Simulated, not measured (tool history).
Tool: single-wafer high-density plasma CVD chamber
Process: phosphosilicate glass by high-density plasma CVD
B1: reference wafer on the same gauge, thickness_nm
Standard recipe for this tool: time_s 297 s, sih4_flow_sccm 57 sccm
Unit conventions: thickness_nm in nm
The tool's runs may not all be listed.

{"run": 1, "hour": 0.0, "time_s": 297, "sih4_flow_sccm": 57, "B1": 2023.527, "thickness_nm": 1697.464}
{"run": 2, "hour": 42.2, "time_s": 297, "sih4_flow_sccm": 57, "B1": 2021.103, "thickness_nm": 1701.795}
{"run": 3, "hour": 79.6, "time_s": 297, "sih4_flow_sccm": 57, "B1": 2029.858, "thickness_nm": 1696.67}
{"run": 4, "hour": 106.2, "time_s": 297, "sih4_flow_sccm": 57, "B1": 2028.636, "thickness_nm": 1711.186}
{"run": 5, "hour": 157.4, "time_s": 297, "sih4_flow_sccm": 57, "B1": 2035.58, "thickness_nm": 1698.035}
{"run": 6, "hour": 219.8, "time_s": 297, "sih4_flow_sccm": 65, "B1": 2042.057, "thickness_nm": 1941.674}
{"run": 7, "hour": 253.6, "time_s": 329, "sih4_flow_sccm": 57, "B1": 2046.579, "thickness_nm": 1895.405}
{"run": 8, "hour": 297.5, "time_s": 329, "sih4_flow_sccm": 57, "B1": 2051.592, "thickness_nm": 1898.249}
{"run": 9, "hour": 329.6, "time_s": 329, "sih4_flow_sccm": 57, "B1": 2053.478, "thickness_nm": 1918.563}
{"run": 10, "hour": 356.8, "time_s": 297, "sih4_flow_sccm": 52, "B1": 2059.095, "thickness_nm": 1571.499}
{"run": 11, "hour": 399.6, "time_s": 275, "sih4_flow_sccm": 68, "B1": 2063.863, "thickness_nm": 1914.812}
{"hour": 443.6, "done": "gauge calibrated"}
{"hour": 457.3, "done": "silane flow controller replaced"}
{"run": 12, "hour": 492.3, "time_s": 297, "sih4_flow_sccm": 68, "B1": 1994.173, "thickness_nm": 2012.591}
{"run": 13, "hour": 561.0, "time_s": 274, "sih4_flow_sccm": 67, "B1": 1994.463, "thickness_nm": 1819.648}
{"run": 14, "hour": 620.1, "time_s": 354, "sih4_flow_sccm": 52, "B1": 1996.065, "thickness_nm": 1819.714}
{"run": 15, "hour": 685.8, "time_s": 324, "sih4_flow_sccm": 52, "B1": 2000.454, "thickness_nm": 1675.716}
{"run": 16, "hour": 713.5, "time_s": 274, "sih4_flow_sccm": 67, "B1": 1997.859, "thickness_nm": 1824.419}
{"run": 17, "hour": 752.7, "time_s": 341, "sih4_flow_sccm": 63, "B1": 2003.192, "thickness_nm": 2137.866}
{"run": 18, "hour": 777.0, "time_s": 240, "sih4_flow_sccm": 48, "B1": 2001.947, "thickness_nm": 1140.233}
{"run": 19, "hour": 839.9, "time_s": 239, "sih4_flow_sccm": 66, "B1": 2007.474, "thickness_nm": 1553.893}
{"run": 20, "hour": 1003.6, "time_s": 328, "sih4_flow_sccm": 66, "B1": 2015.6, "thickness_nm": 2134.1}
{"run": 21, "hour": 1065.6, "time_s": 297, "sih4_flow_sccm": 57, "B1": 2022.499, "thickness_nm": 1699.778}

The tool's hidden state at each run:
delivered silane flow above the setpoint (%): 0 on each run
H1: gauge reads high (%)
run=1 H1=1.05
run=2 H1=1.22
run=3 H1=1.39
run=4 H1=1.51
run=5 H1=1.76
run=6 H1=2.08
run=7 H1=2.27
run=8 H1=2.53
run=9 H1=2.72
run=10 H1=2.9
run=11 H1=3.18
run=12 H1=-0.262
run=13 H1=-0.222
run=14 H1=-0.161
run=15 H1=-0.0646
run=16 H1=-0.0149
run=17 H1=0.0647
run=18 H1=0.119
run=19 H1=0.28
run=20 H1=0.83
run=21 H1=1.09
